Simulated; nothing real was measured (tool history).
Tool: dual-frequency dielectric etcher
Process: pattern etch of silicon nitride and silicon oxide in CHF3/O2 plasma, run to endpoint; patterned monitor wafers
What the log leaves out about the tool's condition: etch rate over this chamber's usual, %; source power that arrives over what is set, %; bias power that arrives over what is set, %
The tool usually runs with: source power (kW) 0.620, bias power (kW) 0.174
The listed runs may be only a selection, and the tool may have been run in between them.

run    hour  source power (kW)  bias power (kW)  wafers since the last listed run  hours since the last wet clean  hours since the last source power generator calibration  hours since the last bias power generator calibration  hours since the last upper electrode change  incoming incoming film thickness, nm  endpoint time (s)
  1     0.0              0.620            0.194                                 0                           122.9                                                   1806.2                                                  400.0                                       1061.9                                 172.3              124.3
  2   101.2              0.620            0.194                               484                           224.1                                                   1907.4                                                  501.2                                       1163.1                                 171.9              125.7
  3   177.1              0.620            0.194                               363                           300.0                                                   1983.3                                                  577.1                                       1239.0                                 170.6              124.3
  4   228.5              0.620            0.174                               246                           351.4                                                   2034.7                                                  628.5                                       1290.4                                 169.1              128.0
  5   297.0              0.620            0.174                               328                           419.9                                                   2103.2                                                  697.0                                       1358.9                                 171.3              130.7
  6   378.5              0.620            0.174                               390                           501.4                                                   2184.7                                                  778.5                                       1440.4                                 171.9              133.5
  7   436.4              0.620            0.174                               277                           559.3                                                   2242.6                                                  836.4                                       1498.3                                 171.1              133.9
      479.2  -- wet clean of the chamber
  8   514.5              0.620            0.174                               259                            35.3                                                   2320.7                                                  914.5                                       1576.4                                 171.0              125.7
  9   605.2              0.620            0.160                               434                           126.0                                                   2411.4                                                 1005.2                                       1667.1                                 170.3              129.6
      721.8  -- upper electrode replaced
      836.0  -- source power generator calibrated
 10   851.6              0.620            0.160                              1046                           372.4                                                     15.6                                                 1251.6                                        129.8                                 171.3              132.9
 11   911.7              0.500            0.174                               287                           432.5                                                     75.7                                                 1311.7                                        189.9                                 170.8              139.0
 12   987.9              0.470            0.215                               365                           508.7                                                    151.9                                                 1387.9                                        266.1                                 172.5              133.5
 13  1032.6              0.620            0.132                               214                           553.4                                                    196.6                                                 1432.6                                        310.8                                 172.7              144.7
 14  1076.9              0.500            0.174                               212                           597.7                                                    240.9                                                 1476.9                                        355.1                                 169.6              139.3
     1155.2  -- wet clean of the chamber
 15  1155.7              0.730            0.148                               262                             0.5                                                    319.7                                                 1555.7                                        433.9                                 172.8              129.3
     1189.6  -- bias power generator calibrated
 16  1211.1              0.620            0.174                               246                            55.9                                                    375.1                                                   21.5                                        489.3                                 170.6              129.6
 17  1275.7              0.730            0.174                               309                           120.5                                                    439.7                                                   86.1                                        553.9                                 171.7              123.9
 18  1331.4              0.620            0.174                               266                           176.2                                                    495.4                                                  141.8                                        609.6                                 169.9              127.2
 19  1437.5              0.620            0.190                               508                           282.3                                                    601.5                                                  247.9                                        715.7                                 173.0              129.5
 20  1535.8              0.620            0.189                               471                           380.6                                                    699.8                                                  346.2                                        814.0                                 171.0              128.1
 21  1616.3              0.520            0.157                               385                           461.1                                                    780.3                                                  426.7                                        894.5                                 172.0              146.9
 22  1711.0              0.470            0.174                               453                           555.8                                                    875.0                                                  521.4                                        989.2                                 169.7              142.8
     1799.9  -- wet clean of the chamber
 23  1809.2              0.760            0.147                               355                             9.3                                                    973.2                                                  619.6                                       1087.4                                 169.7              123.5

4 options for the next run, each taken on its own from the tool as it stands now. Forecast them:
  A  1809.7              0.620            0.174                                 2                             9.8                                                    973.7                                                  620.1                                       1087.9                                 171.7                  ?
  B  1809.7              0.620            0.215                                 2                             9.8                                                    973.7                                                  620.1                                       1087.9                                 171.7                  ?
  C  1809.7              0.520            0.174                                 2                             9.8                                                    973.7                                                  620.1                                       1087.9                                 171.7                  ?
  D  1809.7              0.570            0.133                                 2                             9.8                                                    973.7                                                  620.1                                       1087.9                                 171.7                  ?

run  endpoint time (s)
  A              127.3
  B              118.8
  C              133.9
  D              141.9
With no hidden state in the tool, these same runs would have given:
run  endpoint time (s)
  A              127.9
  B              119.3
  C              134.5
  D              142.5

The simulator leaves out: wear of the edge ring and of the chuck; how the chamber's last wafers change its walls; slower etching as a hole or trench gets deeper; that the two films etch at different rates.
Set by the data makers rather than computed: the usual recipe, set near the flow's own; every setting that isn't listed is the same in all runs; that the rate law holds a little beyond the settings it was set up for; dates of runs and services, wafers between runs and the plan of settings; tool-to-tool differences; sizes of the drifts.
